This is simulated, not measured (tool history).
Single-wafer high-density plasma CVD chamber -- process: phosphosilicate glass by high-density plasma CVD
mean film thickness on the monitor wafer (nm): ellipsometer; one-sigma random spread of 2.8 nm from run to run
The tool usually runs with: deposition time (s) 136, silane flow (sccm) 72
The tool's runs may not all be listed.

| run | hour | deposition time (s) | silane flow (sccm) | wafers since the last listed run | hours since the silane flow controller was replaced | hours since the gauge calibration | read-back reference wafer on the same gauge, thickness_nm | mean film thickness on the monitor wafer (nm) |
|---|---|---|---|---|---|---|---|---|
| 1 | 0.0 | 121 | 77 | 0 | 4567.9 | 73.3 | 1041.038 | 943.699 |
| 2 | 23.3 | 136 | 72 | 297 | 4591.2 | 96.6 | 1040.358 | 997.879 |
| 3 | 54.4 | 136 | 72 | 396 | 4622.3 | 127.7 | 1040.608 | 995.099 |
| 4 | 67.3 | 136 | 72 | 164 | 4635.2 | 140.6 | 1039.834 | 998.211 |
| 5 | 91.8 | 136 | 65 | 312 | 4659.7 | 165.1 | 1040.089 | 912.503 |
| 6 | 199.7 | 136 | 65 | 1375 | 4767.6 | 273.0 | 1040.564 | 905.230 |
| 7 | 224.2 | 128 | 81 | 312 | 4792.1 | 297.5 | 1039.513 | 1033.333 |
| 8 | 243.3 | 128 | 81 | 243 | 4811.2 | 316.6 | 1039.303 | 1038.889 |
| 9 | 267.0 | 136 | 72 | 302 | 4834.9 | 340.3 | 1039.077 | 992.359 |
| 10 | 293.6 | 136 | 72 | 339 | 4861.5 | 366.9 | 1039.896 | 992.594 |
| 11 | 314.8 | 136 | 72 | 270 | 4882.7 | 388.1 | 1040.629 | 987.215 |
| 12 | 331.6 | 136 | 72 | 214 | 4899.5 | 404.9 | 1040.030 | 990.603 |
| 13 | 348.8 | 136 | 72 | 219 | 4916.7 | 422.1 | 1039.823 | 990.303 |
| 14 | 366.0 | 136 | 61 | 219 | 4933.9 | 439.3 | 1040.146 | 859.756 |
| 15 | 397.3 | 136 | 72 | 399 | 4965.2 | 470.6 | 1040.094 | 988.480 |
|  | 468.9 | silane flow controller replaced |
| 16 | 469.4 | 136 | 72 | 817 | 0.5 | 542.7 | 1040.005 | 1053.287 |
| 17 | 503.6 | 136 | 72 | 436 | 34.7 | 576.9 | 1039.521 | 1052.734 |
| 18 | 525.9 | 136 | 72 | 284 | 57.0 | 599.2 | 1039.398 | 1056.262 |
| 19 | 551.7 | 148 | 61 | 328 | 82.8 | 625.0 | 1040.503 | 996.823 |
| 20 | 585.3 | 148 | 61 | 428 | 116.4 | 658.6 | 1039.959 | 993.996 |
| 21 | 611.2 | 136 | 72 | 330 | 142.3 | 684.5 | 1040.349 | 1058.608 |
| 22 | 639.3 | 136 | 72 | 358 | 170.4 | 712.6 | 1040.140 | 1053.587 |
| 23 | 669.0 | 143 | 79 | 378 | 200.1 | 742.3 | 1040.367 | 1203.977 |
| 24 | 694.9 | 136 | 72 | 330 | 226.0 | 768.2 | 1039.400 | 1053.761 |
| 25 | 723.1 | 113 | 84 | 359 | 254.2 | 796.4 | 1039.553 | 999.559 |
| 26 | 756.0 | 157 | 58 | 419 | 287.1 | 829.3 | 1039.561 | 1008.045 |
| 27 | 769.1 | 143 | 59 | 167 | 300.2 | 842.4 | 1038.948 | 936.953 |
|  | 774.3 | gauge calibrated |
| 28 | 789.4 | 143 | 64 | 258 | 320.5 | 15.1 | 1039.704 | 996.617 |
| 29 | 825.2 | 154 | 76 | 456 | 356.3 | 50.9 | 1039.842 | 1247.406 |
| 30 | 840.1 | 162 | 58 | 189 | 371.2 | 65.8 | 1040.412 | 1043.829 |
| 31 | 852.8 | 123 | 67 | 161 | 383.9 | 78.5 | 1040.133 | 896.930 |
| 32 | 944.1 | 120 | 66 | 1164 | 475.2 | 169.8 | 1040.133 | 862.529 |
| 33 | 959.1 | 121 | 60 | 191 | 490.2 | 184.8 | 1039.167 | 799.014 |
| 34 | 988.5 | 121 | 60 | 374 | 519.6 | 214.2 | 1041.024 | 801.638 |
| 35 | 1019.5 | 136 | 72 | 395 | 550.6 | 245.2 | 1040.524 | 1052.714 |
| 36 | 1047.9 | 161 | 82 | 362 | 579.0 | 273.6 | 1040.281 | 1394.930 |
| 37 | 1063.9 | 136 | 72 | 204 | 595.0 | 289.6 | 1040.147 | 1052.065 |
| 38 | 1076.4 | 136 | 81 | 159 | 607.5 | 302.1 | 1039.676 | 1169.911 |
| 39 | 1102.1 | 136 | 72 | 327 | 633.2 | 327.8 | 1041.118 | 1055.740 |
| 40 | 1116.7 | 155 | 62 | 186 | 647.8 | 342.4 | 1039.773 | 1053.689 |
| 41 | 1133.4 | 136 | 72 | 212 | 664.5 | 359.1 | 1040.070 | 1055.993 |
| 42 | 1159.0 | 144 | 76 | 326 | 690.1 | 384.7 | 1040.112 | 1166.074 |
| 43 | 1177.9 | 136 | 72 | 240 | 709.0 | 403.6 | 1040.054 | 1050.970 |

Measured result minus the same run's result without the hidden state. Both carry the same run-to-run variation, though not necessarily the same gauge scatter:
What the log doesn't record here: delivered silane flow above the setpoint (%); gauge reads high (%).
| run | mean film thickness on the monitor wafer (nm) |
|---|---|
| 1 | -50.234 |
| 2 | -53.638 |
| 3 | -54.185 |
| 4 | -54.646 |
| 5 | -50.463 |
| 6 | -52.322 |
| 7 | -60.323 |
| 8 | -61.117 |
| 9 | -58.939 |
| 10 | -59.585 |
| 11 | -59.767 |
| 12 | -60.374 |
| 13 | -60.770 |
| 14 | -53.120 |
| 15 | -61.834 |
| 16 | +2.625 |
| 17 | +2.621 |
| 18 | +2.625 |
| 19 | +2.469 |
| 20 | +2.448 |
| 21 | +2.591 |
| 22 | +2.559 |
| 23 | +2.895 |
| 24 | +2.509 |
| 25 | +2.349 |
| 26 | +2.331 |
| 27 | +2.151 |
| 28 | +2.260 |
| 29 | +2.762 |
| 30 | +2.286 |
| 31 | +1.946 |
| 32 | +1.723 |
| 33 | +1.570 |
| 34 | +1.524 |
| 35 | +1.925 |
| 36 | +2.452 |
| 37 | +1.806 |
| 38 | +1.970 |
| 39 | +1.704 |
| 40 | +1.657 |
| 41 | +1.610 |
| 42 | +1.689 |
| 43 | +1.462 |
